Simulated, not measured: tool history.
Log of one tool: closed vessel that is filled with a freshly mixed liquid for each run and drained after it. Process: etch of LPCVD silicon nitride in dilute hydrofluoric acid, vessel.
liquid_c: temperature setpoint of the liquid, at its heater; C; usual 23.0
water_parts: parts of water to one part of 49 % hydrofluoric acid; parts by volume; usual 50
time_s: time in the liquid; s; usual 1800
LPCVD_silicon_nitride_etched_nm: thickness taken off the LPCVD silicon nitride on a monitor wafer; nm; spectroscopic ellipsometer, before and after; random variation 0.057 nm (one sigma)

run    hour  liquid_c  water_parts  time_s  read-back film thickness of the LPCVD silicon nitride reference wafer, read on the same gauge (nm)  LPCVD_silicon_nitride_etched_nm
  1     0.0      23.0           45    1800                                                                                               89.99                            15.82
  2    42.9      23.0           45    1800                                                                                               89.98                            15.89
       56.6  -- gauge calibrated
  3   103.7      23.0           50    1800                                                                                               90.01                            14.49
  4   154.2      23.0           50    1800                                                                                               90.02                            14.42
  5   242.8      23.0           50    1800                                                                                               89.97                            14.43
  6   304.2      23.0           50    1800                                                                                               90.01                            14.31
  7   403.7      23.0           50    1800                                                                                               89.98                            14.19
  8   441.0      23.0           50    1800                                                                                               90.01                            14.35
  9   535.7      23.0           65    2030                                                                                               90.04                            12.45
 10   618.7      23.0           65    2030                                                                                               90.01                            12.35
 11   690.3      23.0           65    2030                                                                                               90.00                            12.54
 12   759.8      23.0           50    1800                                                                                               89.99                            14.25
 13   844.4      23.0           50    1800                                                                                               89.99                            14.29
 14   888.8      20.5           75    2535                                                                                               90.01                            11.43
      962.2  -- gauge calibrated
 15   979.7      23.0           50    1800                                                                                               90.05                            14.20
     1050.0  -- hydrofluoric acid flow meter replaced
 16  1050.5      23.0           50    1800                                                                                               89.98                            14.65
 17  1098.5      18.5           40    1440                                                                                               89.99                            10.58
 18  1197.0      23.0           45    1800                                                                                               90.01                            16.04
 19  1264.4      23.0           35    1800                                                                                               90.00                            20.54
     1330.1  -- thermometer replaced
 20  1371.0      27.0           50     905                                                                                               89.99                             9.48
 21  1462.1      21.0           75    1375                                                                                               90.03                             6.48
 22  1564.5      21.0           75    1375                                                                                               89.98                             6.45
 23  1635.4      24.5           50    1800                                                                                               90.00                            15.94
 24  1738.6      20.0           40    2815                                                                                               89.97                            22.70
 25  1830.4      23.0           50    1070                                                                                               90.01                             8.55
 26  1895.4      26.0           30    2660                                                                                               90.00                            42.85

Forecast each of these 3 alternatives for the next run:
  A  1896.6      23.0           50    1800                                                                                                   ?                                ?
  B  1896.6      24.5           65    2380                                                                                                   ?                                ?
  C  1896.6      26.5           60     870                                                                                                   ?                                ?

run  read-back film thickness of the LPCVD silicon nitride reference wafer, read on the same gauge (nm)  LPCVD_silicon_nitride_etched_nm
  A                                                                                               89.99                            14.50
  B                                                                                               89.99                            16.40
  C                                                                                               89.99                             7.40
Without the tool's hidden state the same runs would have given:
run  LPCVD_silicon_nitride_etched_nm
  A                            14.70
  B                            16.63
  C                             7.51
